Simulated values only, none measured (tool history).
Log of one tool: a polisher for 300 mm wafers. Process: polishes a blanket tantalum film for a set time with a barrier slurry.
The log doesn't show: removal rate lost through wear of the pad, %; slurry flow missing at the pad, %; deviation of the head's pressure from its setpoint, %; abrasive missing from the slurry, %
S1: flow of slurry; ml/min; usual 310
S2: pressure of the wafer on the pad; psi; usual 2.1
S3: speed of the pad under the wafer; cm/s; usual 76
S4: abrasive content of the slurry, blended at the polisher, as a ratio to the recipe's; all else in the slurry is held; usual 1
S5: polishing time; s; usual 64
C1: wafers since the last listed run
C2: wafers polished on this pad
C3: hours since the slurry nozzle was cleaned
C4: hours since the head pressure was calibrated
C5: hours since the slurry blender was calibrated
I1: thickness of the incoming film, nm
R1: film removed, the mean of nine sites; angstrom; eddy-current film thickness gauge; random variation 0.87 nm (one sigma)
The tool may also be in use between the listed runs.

| run | hour | S1 | S2 | S3 | S4 | S5 | C1 | C2 | C3 | C4 | C5 | I1 | R1 |
|---|---|---|---|---|---|---|---|---|---|---|---|---|---|
| 1 | 0 | 310 | 2.5 | 76 | 1 | 64 | 0 | 1318 | 190.6 | 24.3 | 22.4 | 243.5 | 1077 |
| 2 | 17.4 | 310 | 2.5 | 76 | 1 | 64 | 161 | 1479 | 208 | 41.7 | 39.8 | 239.5 | 1074 |
|  | 50.6 | worn pad replaced by a new one |
| 3 | 51.1 | 310 | 2.5 | 76 | 1 | 64 | 274 | 5 | 241.7 | 75.4 | 73.5 | 240.2 | 1067 |
| 4 | 81.8 | 310 | 2.1 | 76 | 0.85 | 64 | 284 | 289 | 272.4 | 106.1 | 104.2 | 241.7 | 834 |
| 5 | 111 | 310 | 2.1 | 76 | 1 | 64 | 270 | 559 | 301.6 | 135.3 | 133.4 | 242.6 | 878 |
| 6 | 132.5 | 310 | 2.1 | 76 | 1 | 64 | 199 | 758 | 323.1 | 156.8 | 154.9 | 241.5 | 876 |
|  | 145.3 | slurry blender recalibrated |
| 7 | 168 | 310 | 2.1 | 76 | 1 | 64 | 310 | 1068 | 358.6 | 192.3 | 22.7 | 235.6 | 864 |
| 8 | 195.6 | 310 | 2.1 | 76 | 1 | 69 | 255 | 1324 | 386.2 | 219.9 | 50.3 | 239.9 | 912 |
| 9 | 219.1 | 310 | 2.1 | 76 | 1 | 69 | 217 | 1541 | 409.7 | 243.4 | 73.8 | 238.3 | 907 |
| 10 | 238.8 | 310 | 2.1 | 76 | 1 | 64 | 182 | 1724 | 429.4 | 263.1 | 93.5 | 238.1 | 841 |
|  | 259.1 | worn pad replaced by a new one |
| 11 | 285.2 | 310 | 2.1 | 76 | 1 | 64 | 392 | 241 | 475.8 | 309.5 | 139.9 | 239.3 | 839 |
|  | 304.5 | head pressure recalibrated |
| 12 | 319.4 | 310 | 2.1 | 76 | 1 | 64 | 298 | 539 | 510 | 14.9 | 174.1 | 235.7 | 919 |
|  | 337.4 | slurry blender recalibrated |
| 13 | 347.3 | 215 | 2.1 | 76 | 1 | 64 | 239 | 779 | 537.9 | 42.8 | 9.9 | 241.4 | 866 |
| 14 | 379.3 | 260 | 2.1 | 94 | 1 | 64 | 296 | 1075 | 569.9 | 74.8 | 41.9 | 243.4 | 1098 |
| 15 | 414.6 | 310 | 2.1 | 76 | 0.7 | 64 | 326 | 1402 | 605.2 | 110.1 | 77.2 | 240.9 | 738 |
|  | 420.7 | worn pad replaced by a new one |
| 16 | 429.5 | 310 | 2.1 | 76 | 1 | 64 | 100 | 81 | 620.1 | 125 | 92.1 | 238.9 | 891 |
| 17 | 451.7 | 245 | 1.7 | 58 | 0.9 | 64 | 205 | 287 | 642.3 | 147.2 | 114.3 | 241.1 | 506 |
|  | 465.3 | slurry nozzle cleaned |
| 18 | 478.3 | 310 | 2.1 | 76 | 1 | 64 | 237 | 524 | 13 | 173.8 | 140.9 | 242.7 | 859 |
| 19 | 504.5 | 310 | 2.8 | 54 | 0.85 | 52 | 242 | 766 | 39.2 | 200 | 167.1 | 238.2 | 621 |
| 20 | 529.8 | 310 | 2.1 | 76 | 1 | 64 | 234 | 1000 | 64.5 | 225.3 | 192.4 | 236.1 | 856 |
|  | 533.9 | slurry blender recalibrated |
| 21 | 558.9 | 310 | 2.1 | 66 | 0.75 | 64 | 250 | 1251 | 93.6 | 254.4 | 25 | 237.7 | 654 |
| 22 | 577.4 | 310 | 2.1 | 76 | 1 | 64 | 171 | 1423 | 112.1 | 272.9 | 43.5 | 242.2 | 846 |
|  | 593.2 | worn pad replaced by a new one |
| 23 | 593.7 | 310 | 2.1 | 76 | 1 | 64 | 113 | 5 | 128.4 | 289.2 | 59.8 | 239.3 | 850 |
| 24 | 608.4 | 310 | 2.1 | 76 | 1 | 64 | 136 | 141 | 143.1 | 303.9 | 74.5 | 241.8 | 849 |
| 25 | 643.9 | 310 | 2.1 | 76 | 1 | 64 | 328 | 469 | 178.6 | 339.4 | 110 | 239.8 | 844 |
| 26 | 674.2 | 310 | 2.1 | 76 | 1 | 46 | 280 | 750 | 208.9 | 369.7 | 140.3 | 239.1 | 587 |
|  | 697 | head pressure recalibrated |
| 27 | 700.3 | 310 | 2.6 | 76 | 1 | 64 | 223 | 973 | 235 | 3.3 | 166.4 | 239.1 | 1153 |
|  | 713.8 | slurry blender recalibrated |
| 28 | 732.6 | 310 | 2.8 | 56 | 0.85 | 73 | 280 | 1253 | 267.3 | 35.6 | 18.8 | 240.9 | 965 |
| 29 | 746.1 | 310 | 2.1 | 60 | 1 | 77 | 124 | 1378 | 280.8 | 49.1 | 32.3 | 239.4 | 871 |
| 30 | 774 | 310 | 2.6 | 76 | 1.15 | 43 | 258 | 1637 | 308.7 | 77 | 60.2 | 239.2 | 800 |
| 31 | 789.6 | 310 | 2.1 | 76 | 0.7 | 64 | 144 | 1781 | 324.3 | 92.6 | 75.8 | 240.4 | 749 |

3 ways to go on from here, each from the tool as it stands after run 31. What would each give?
| A | 790 | 310 | 2.1 | 76 | 0.8 | 64 | 3 | 1785 | 324.7 | 93 | 76.2 | 237.8 | ? |
| B | 790 | 210 | 2.1 | 96 | 0.8 | 57 | 3 | 1785 | 324.7 | 93 | 76.2 | 237.8 | ? |
| C | 790 | 255 | 1.5 | 84 | 1 | 64 | 3 | 1785 | 324.7 | 93 | 76.2 | 237.8 | ? |

| run | R1 |
|---|---|
| A | 820 |
| B | 880 |
| C | 703 |
Without the tool's hidden state the same runs would have given:
| run | R1 |
|---|---|
| A | 847 |
| B | 909 |
| C | 726 |

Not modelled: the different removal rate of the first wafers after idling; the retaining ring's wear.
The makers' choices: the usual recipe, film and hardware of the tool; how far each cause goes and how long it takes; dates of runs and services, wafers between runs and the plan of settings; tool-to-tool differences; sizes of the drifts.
